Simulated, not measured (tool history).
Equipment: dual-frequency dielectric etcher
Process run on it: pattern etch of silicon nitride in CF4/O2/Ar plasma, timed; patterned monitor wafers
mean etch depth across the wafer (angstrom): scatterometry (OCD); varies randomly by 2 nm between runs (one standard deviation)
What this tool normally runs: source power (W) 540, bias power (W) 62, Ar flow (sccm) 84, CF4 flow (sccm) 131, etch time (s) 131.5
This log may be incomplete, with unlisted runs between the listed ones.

run,hour,source power (W),bias power (W),Ar flow (sccm),CF4 flow (sccm),etch time (s),"read-back reference wafer on the same gauge, depth_nm",mean etch depth across the wafer (angstrom)
1,0,540,62,84,138,118,304.4,2659
# hour 14.6: Ar flow controller replaced
2,15.1,540,62,84,138,118,305,2685
3,25.9,540,52,84,131,131.5,305.4,2716
4,31.9,540,53,84,131,131.5,304.4,2700
5,47.6,680,48,84,116,131.5,305.1,3187
6,55.7,540,62,84,140,131.5,305,2988
# hour 101.4: bias power generator calibrated
# hour 107.8: wet clean of the chamber
# hour 111: upper electrode replaced
7,111.5,540,62,84,131,131.5,305,2931
8,125,540,62,84,131,131.5,304.6,2967
# hour 131.9: source power generator calibrated
9,138.2,500,56,96,131,131.5,305.3,2627
# hour 143.8: gauge calibrated
# hour 149.6: CF4 flow controller replaced
10,150.1,450,62,71,131,99,304.8,1926
11,154.8,410,62,84,131,131.5,304.7,2322
12,162.1,620,62,100,131,131.5,304.8,3305
13,169.1,540,62,84,109,131.5,304.3,2903
14,176.2,450,62,84,164,131.5,304.8,2586
15,183.6,540,62,84,131,131.5,305.8,2951
16,195.4,500,62,84,116,131.5,304.9,2731
17,209.6,540,62,84,131,131.5,305.4,2961
18,221.7,540,62,84,156,157,305,3582
19,232,540,62,84,99,131.5,306.2,2879
20,249.3,540,62,84,131,131.5,305.8,2980

Each row is a separate what-if for the run after 20, all from the same tool condition, not one after another. Results?
A,249.8,540,62,63,131,131.5,?,?
B,249.8,440,62,76,119,131.5,?,?
C,249.8,540,62,84,131,154.5,?,?
D,249.8,540,62,104,108,131.5,?,?
E,249.8,540,62,100,131,131.5,?,?

run,"read-back reference wafer on the same gauge, depth_nm",mean etch depth across the wafer (angstrom)
A,304.2,3024
B,304.2,2494
C,304.2,3505
D,304.2,2885
E,304.2,2954
What these runs would have given with no unlogged condition in the tool:
run,mean etch depth across the wafer (angstrom)
A,3024
B,2494
C,3505
D,2885
E,2954

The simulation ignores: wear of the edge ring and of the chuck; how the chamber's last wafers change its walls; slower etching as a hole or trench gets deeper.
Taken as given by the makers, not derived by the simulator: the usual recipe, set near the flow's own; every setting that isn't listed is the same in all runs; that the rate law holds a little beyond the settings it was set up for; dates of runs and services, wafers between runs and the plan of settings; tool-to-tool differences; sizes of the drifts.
